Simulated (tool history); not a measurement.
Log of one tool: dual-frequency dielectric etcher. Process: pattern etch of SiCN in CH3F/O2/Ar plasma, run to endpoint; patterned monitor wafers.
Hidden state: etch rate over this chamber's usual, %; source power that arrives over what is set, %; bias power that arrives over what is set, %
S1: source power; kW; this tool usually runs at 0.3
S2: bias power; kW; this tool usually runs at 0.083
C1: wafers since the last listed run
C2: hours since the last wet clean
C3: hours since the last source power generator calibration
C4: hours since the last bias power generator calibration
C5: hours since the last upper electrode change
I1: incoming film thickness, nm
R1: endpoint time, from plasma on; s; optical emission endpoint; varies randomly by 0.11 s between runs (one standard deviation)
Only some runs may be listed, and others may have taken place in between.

Run 1, hour 0: usual settings; C1 0; C2 550; C3 923.4; C4 1581.5; C5 814.8; I1 10.19. Result: R1 28.7 s.
Run 2, hour 61.3: usual settings; C1 904; C2 611.3; C3 984.7; C4 1642.8; C5 876.1; I1 10.26. Result: R1 29 s.
At hour 140.7: wet clean of the chamber.
Run 3, hour 141.2: usual settings; C1 825; C2 0.5; C3 1064.6; C4 1722.7; C5 956; I1 10.12. Result: R1 28.6 s.
Run 4, hour 182.7: usual settings; C1 612; C2 42; C3 1106.1; C4 1764.2; C5 997.5; I1 10.17. Result: R1 28.8 s.
Run 5, hour 248.6: usual settings but S1 0.24 kW; C1 972; C2 107.9; C3 1172; C4 1830.1; C5 1063.4; I1 10.25. Result: R1 31.2 s.
Run 6, hour 297: usual settings but S1 0.24 kW; C1 714; C2 156.3; C3 1220.4; C4 1878.5; C5 1111.8; I1 10.32. Result: R1 31.4 s.
Run 7, hour 367.8: usual settings but S1 0.35 kW, S2 0.072 kW; C1 1045; C2 227.1; C3 1291.2; C4 1949.3; C5 1182.6; I1 10.17. Result: R1 29.5 s.
Run 8, hour 443.4: usual settings but S1 0.35 kW, S2 0.072 kW; C1 1116; C2 302.7; C3 1366.8; C4 2024.9; C5 1258.2; I1 10.27. Result: R1 29.7 s.
Run 9, hour 548.3: usual settings; C1 1548; C2 407.6; C3 1471.7; C4 2129.8; C5 1363.1; I1 10.22. Result: R1 29 s.
Run 10, hour 622.6: usual settings; C1 1096; C2 481.9; C3 1546; C4 2204.1; C5 1437.4; I1 10.22. Result: R1 28.7 s.
Run 11, hour 710.6: usual settings but S2 0.078 kW; C1 1299; C2 569.9; C3 1634; C4 2292.1; C5 1525.4; I1 10.19. Result: R1 29.5 s.
At hour 748.6: wet clean of the chamber.
Run 12, hour 770.3: usual settings but S1 0.25 kW; C1 527; C2 21.7; C3 1693.7; C4 2351.8; C5 1585.1; I1 10.25. Result: R1 30.8 s.
Run 13, hour 871.5: usual settings but S1 0.25 kW; C1 1493; C2 122.9; C3 1794.9; C4 2453; C5 1686.3; I1 10.19. Result: R1 30.3 s.
Run 14, hour 961.9: usual settings but S1 0.25 kW; C1 1334; C2 213.3; C3 1885.3; C4 2543.4; C5 1776.7; I1 10.14. Result: R1 30.4 s.
At hour 1054.5: bias power generator calibrated.
Run 15, hour 1055: usual settings but S1 0.27 kW; C1 1315; C2 306.4; C3 1978.4; C4 0.5; C5 1869.8; I1 10.25. Result: R1 30 s.
Run 16, hour 1098.5: usual settings but S1 0.27 kW; C1 642; C2 349.9; C3 2021.9; C4 44; C5 1913.3; I1 10.16. Result: R1 29.7 s.
Run 17, hour 1151.6: usual settings; C1 783; C2 403; C3 2075; C4 97.1; C5 1966.4; I1 10.2. Result: R1 28.8 s.
Run 18, hour 1211.3: usual settings but S1 0.22 kW, S2 0.099 kW; C1 881; C2 462.7; C3 2134.7; C4 156.8; C5 2026.1; I1 10.18. Result: R1 28.8 s.
Run 19, hour 1253.7: usual settings but S1 0.27 kW, S2 0.089 kW; C1 625; C2 505.1; C3 2177.1; C4 199.2; C5 2068.5; I1 10.2. Result: R1 28.5 s.
At hour 1306.6: upper electrode replaced.
At hour 1307.2: wet clean of the chamber.
Run 20, hour 1359: usual settings but S1 0.24 kW, S2 0.098 kW; C1 1191; C2 51.8; C3 2282.4; C4 304.5; C5 52.4; I1 10.26. Result: R1 28.4 s.
Run 21, hour 1429.3: usual settings; C1 1037; C2 122.1; C3 2352.7; C4 374.8; C5 122.7; I1 10.26. Result: R1 28.9 s.
Run 22, hour 1528.4: usual settings but S1 0.33 kW; C1 1462; C2 221.2; C3 2451.8; C4 473.9; C5 221.8; I1 10.25. Result: R1 27.9 s.
At hour 1560.1: source power generator calibrated.
Run 23, hour 1621.4: usual settings but S1 0.23 kW, S2 0.064 kW; C1 1313; C2 314.2; C3 61.3; C4 566.9; C5 314.8; I1 10.25. Result: R1 36.1 s.
Run 24, hour 1680.4: usual settings; C1 870; C2 373.2; C3 120.3; C4 625.9; C5 373.8; I1 10.2. Result: R1 28.9 s.
Run 25, hour 1760.2: usual settings but S1 0.33 kW, S2 0.098 kW; C1 1178; C2 453; C3 200.1; C4 705.7; C5 453.6; I1 10.22. Result: R1 25.8 s.
Run 26, hour 1854.4: usual settings but S1 0.32 kW, S2 0.074 kW; C1 1390; C2 547.2; C3 294.3; C4 799.9; C5 547.8; I1 10.17. Result: R1 30 s.
Run 27, hour 1931.3: usual settings but S1 0.28 kW, S2 0.096 kW; C1 1135; C2 624.1; C3 371.2; C4 876.8; C5 624.7; I1 10.27. Result: R1 27.6 s.
At hour 1958.6: wet clean of the chamber.
Run 28, hour 2013.2: usual settings but S2 0.094 kW; C1 854; C2 54.6; C3 453.1; C4 958.7; C5 706.6; I1 10.16. Result: R1 27.3 s.
Run 29, hour 2074.2: usual settings; C1 900; C2 115.6; C3 514.1; C4 1019.7; C5 767.6; I1 10.24. Result: R1 29.2 s.
Run 30, hour 2170.3: usual settings but S1 0.32 kW, S2 0.077 kW; C1 1418; C2 211.7; C3 610.2; C4 1115.8; C5 863.7; I1 10.13. Result: R1 29.4 s.
Run 31, hour 2261.6: usual settings; C1 1347; C2 303; C3 701.5; C4 1207.1; C5 955; I1 10.27. Result: R1 28.9 s.
Run 32, hour 2310.1: usual settings; C1 715; C2 351.5; C3 750; C4 1255.6; C5 1003.5; I1 10.22. Result: R1 29 s.
Run 33, hour 2406.2: usual settings but S2 0.063 kW; C1 1418; C2 447.6; C3 846.1; C4 1351.7; C5 1099.6; I1 10.12. Result: R1 33.2 s.
At hour 2514.4: wet clean of the chamber.
Run 34, hour 2573.6: usual settings; C1 2116; C2 59.2; C3 1013.5; C4 1519.1; C5 1267; I1 10.22. Result: R1 28.9 s.
Run 35, hour 2661.4: usual settings but S1 0.37 kW, S2 0.098 kW; C1 1296; C2 147; C3 1101.3; C4 1606.9; C5 1354.8; I1 10.2. Result: R1 24.9 s.

Predict each of these 4 candidate next runs independently; none follows another, all start after run 35:
Run A, hour 2661.8: usual settings; C1 5; C2 147.4; C3 1101.7; C4 1607.3; C5 1355.2; I1 10.12. Result: R1 ?.
Run B, hour 2661.8: usual settings but S1 0.28 kW, S2 0.073 kW; C1 5; C2 147.4; C3 1101.7; C4 1607.3; C5 1355.2; I1 10.12. Result: R1 ?.
Run C, hour 2661.8: usual settings but S1 0.37 kW, S2 0.092 kW; C1 5; C2 147.4; C3 1101.7; C4 1607.3; C5 1355.2; I1 10.12. Result: R1 ?.
Run D, hour 2661.8: usual settings but S2 0.062 kW; C1 5; C2 147.4; C3 1101.7; C4 1607.3; C5 1355.2; I1 10.12. Result: R1 ?.

run    R1
  A  28.6
  B  31.3
  C  25.4
  D  33.4
With the hidden condition removed and each run's random variation left untouched, the same runs would have given:
run    R1
  A  28.7
  B  31.4
  C  25.5
  D  33.5

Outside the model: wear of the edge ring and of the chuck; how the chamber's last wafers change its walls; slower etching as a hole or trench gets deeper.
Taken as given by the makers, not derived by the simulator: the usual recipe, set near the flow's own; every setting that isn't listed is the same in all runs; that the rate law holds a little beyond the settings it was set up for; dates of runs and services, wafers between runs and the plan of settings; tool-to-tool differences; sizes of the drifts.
